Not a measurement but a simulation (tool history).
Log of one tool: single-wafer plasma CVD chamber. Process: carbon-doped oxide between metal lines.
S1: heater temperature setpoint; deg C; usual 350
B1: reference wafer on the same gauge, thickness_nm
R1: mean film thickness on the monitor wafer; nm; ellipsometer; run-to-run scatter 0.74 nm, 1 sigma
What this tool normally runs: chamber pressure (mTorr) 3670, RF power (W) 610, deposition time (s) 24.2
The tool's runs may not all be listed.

{"run": 1, "hour": 0.0, "S1": 354, "chamber pressure (mTorr)": 3670, "RF power (W)": 610, "deposition time (s)": 26.7, "B1": 118.155, "R1": 148.417}
{"run": 2, "hour": 31.3, "S1": 354, "chamber pressure (mTorr)": 3670, "RF power (W)": 610, "deposition time (s)": 26.7, "B1": 117.939, "R1": 149.667}
{"run": 3, "hour": 97.3, "S1": 350, "chamber pressure (mTorr)": 3670, "RF power (W)": 550, "deposition time (s)": 24.2, "B1": 117.99, "R1": 123.449}
{"run": 4, "hour": 120.9, "S1": 350, "chamber pressure (mTorr)": 3670, "RF power (W)": 550, "deposition time (s)": 24.2, "B1": 117.95, "R1": 121.844}
{"run": 5, "hour": 140.3, "S1": 350, "chamber pressure (mTorr)": 3670, "RF power (W)": 550, "deposition time (s)": 24.2, "B1": 117.863, "R1": 122.798}
{"run": 6, "hour": 162.3, "S1": 350, "chamber pressure (mTorr)": 3670, "RF power (W)": 610, "deposition time (s)": 24.2, "B1": 118.044, "R1": 136.735}
{"hour": 184.8, "done": "thermocouple changed; heater temperature recalibrated"}
{"run": 7, "hour": 185.3, "S1": 350, "chamber pressure (mTorr)": 3670, "RF power (W)": 610, "deposition time (s)": 24.2, "B1": 118.113, "R1": 136.848}
{"run": 8, "hour": 214.3, "S1": 350, "chamber pressure (mTorr)": 3670, "RF power (W)": 610, "deposition time (s)": 24.2, "B1": 118.037, "R1": 136.672}
{"hour": 232.6, "done": "showerhead replaced, of another model than before"}
{"run": 9, "hour": 233.1, "S1": 350, "chamber pressure (mTorr)": 3670, "RF power (W)": 610, "deposition time (s)": 24.2, "B1": 117.957, "R1": 141.18}
{"run": 10, "hour": 251.4, "S1": 350, "chamber pressure (mTorr)": 3670, "RF power (W)": 610, "deposition time (s)": 26.2, "B1": 117.974, "R1": 153.144}
{"hour": 267.7, "done": "gauge calibrated"}
{"run": 11, "hour": 267.9, "S1": 358, "chamber pressure (mTorr)": 3940, "RF power (W)": 610, "deposition time (s)": 24.2, "B1": 118.098, "R1": 138.679}
{"run": 12, "hour": 292.9, "S1": 350, "chamber pressure (mTorr)": 3670, "RF power (W)": 610, "deposition time (s)": 24.2, "B1": 118.077, "R1": 140.582}
{"hour": 310.8, "done": "capacitance manometer re-zeroed and calibrated"}
{"run": 13, "hour": 311.3, "S1": 350, "chamber pressure (mTorr)": 3670, "RF power (W)": 610, "deposition time (s)": 24.2, "B1": 117.979, "R1": 140.413}
{"run": 14, "hour": 327.3, "S1": 350, "chamber pressure (mTorr)": 3670, "RF power (W)": 610, "deposition time (s)": 24.2, "B1": 117.878, "R1": 138.682}
{"run": 15, "hour": 342.9, "S1": 340, "chamber pressure (mTorr)": 4040, "RF power (W)": 610, "deposition time (s)": 19.6, "B1": 117.99, "R1": 120.175}
{"run": 16, "hour": 359.1, "S1": 350, "chamber pressure (mTorr)": 3670, "RF power (W)": 610, "deposition time (s)": 26.2, "B1": 117.923, "R1": 150.827}
{"run": 17, "hour": 397.8, "S1": 350, "chamber pressure (mTorr)": 3670, "RF power (W)": 610, "deposition time (s)": 24.2, "B1": 118.042, "R1": 140.329}
{"run": 18, "hour": 414.7, "S1": 364, "chamber pressure (mTorr)": 2980, "RF power (W)": 685, "deposition time (s)": 22.4, "B1": 118.106, "R1": 128.939}
{"hour": 433.2, "done": "RF generator calibrated"}
{"run": 19, "hour": 433.7, "S1": 350, "chamber pressure (mTorr)": 4200, "RF power (W)": 725, "deposition time (s)": 21, "B1": 118.077, "R1": 144.453}
{"run": 20, "hour": 447.5, "S1": 350, "chamber pressure (mTorr)": 4270, "RF power (W)": 610, "deposition time (s)": 26.6, "B1": 117.992, "R1": 166.435}
{"run": 21, "hour": 460.5, "S1": 350, "chamber pressure (mTorr)": 3670, "RF power (W)": 685, "deposition time (s)": 28.7, "B1": 118.129, "R1": 184.123}
{"run": 22, "hour": 493.4, "S1": 350, "chamber pressure (mTorr)": 3670, "RF power (W)": 610, "deposition time (s)": 24.2, "B1": 118.076, "R1": 145.846}
{"run": 23, "hour": 508.7, "S1": 339, "chamber pressure (mTorr)": 4560, "RF power (W)": 685, "deposition time (s)": 28.5, "B1": 118.095, "R1": 201.705}
{"run": 24, "hour": 536.9, "S1": 350, "chamber pressure (mTorr)": 3670, "RF power (W)": 510, "deposition time (s)": 28.7, "B1": 117.905, "R1": 155.582}
{"run": 25, "hour": 559.3, "S1": 350, "chamber pressure (mTorr)": 3670, "RF power (W)": 610, "deposition time (s)": 24.2, "B1": 118.128, "R1": 145.429}
{"run": 26, "hour": 584.6, "S1": 350, "chamber pressure (mTorr)": 4280, "RF power (W)": 610, "deposition time (s)": 24.2, "B1": 117.932, "R1": 151.335}

State the hidden condition of the tool at each of the runs:
wafer temperature above the value expected at the setpoint (K): 0, the same for each run
true pressure above the setpoint (%): 0, the same for each run
gauge reads high (%): 0, the same for each run
H1: delivered RF power above the setpoint (%)
run=1 H1=-6.17
run=2 H1=-6.3
run=3 H1=-6.57
run=4 H1=-6.67
run=5 H1=-6.75
run=6 H1=-6.84
run=7 H1=-6.93
run=8 H1=-7.05
run=9 H1=-7.13
run=10 H1=-7.2
run=11 H1=-7.27
run=12 H1=-7.37
run=13 H1=-7.45
run=14 H1=-7.52
run=15 H1=-7.58
run=16 H1=-7.65
run=17 H1=-7.81
run=18 H1=-7.88
run=19 H1=-0.351
run=20 H1=-0.408
run=21 H1=-0.462
run=22 H1=-0.598
run=23 H1=-0.661
run=24 H1=-0.777
run=25 H1=-0.87
run=26 H1=-0.974

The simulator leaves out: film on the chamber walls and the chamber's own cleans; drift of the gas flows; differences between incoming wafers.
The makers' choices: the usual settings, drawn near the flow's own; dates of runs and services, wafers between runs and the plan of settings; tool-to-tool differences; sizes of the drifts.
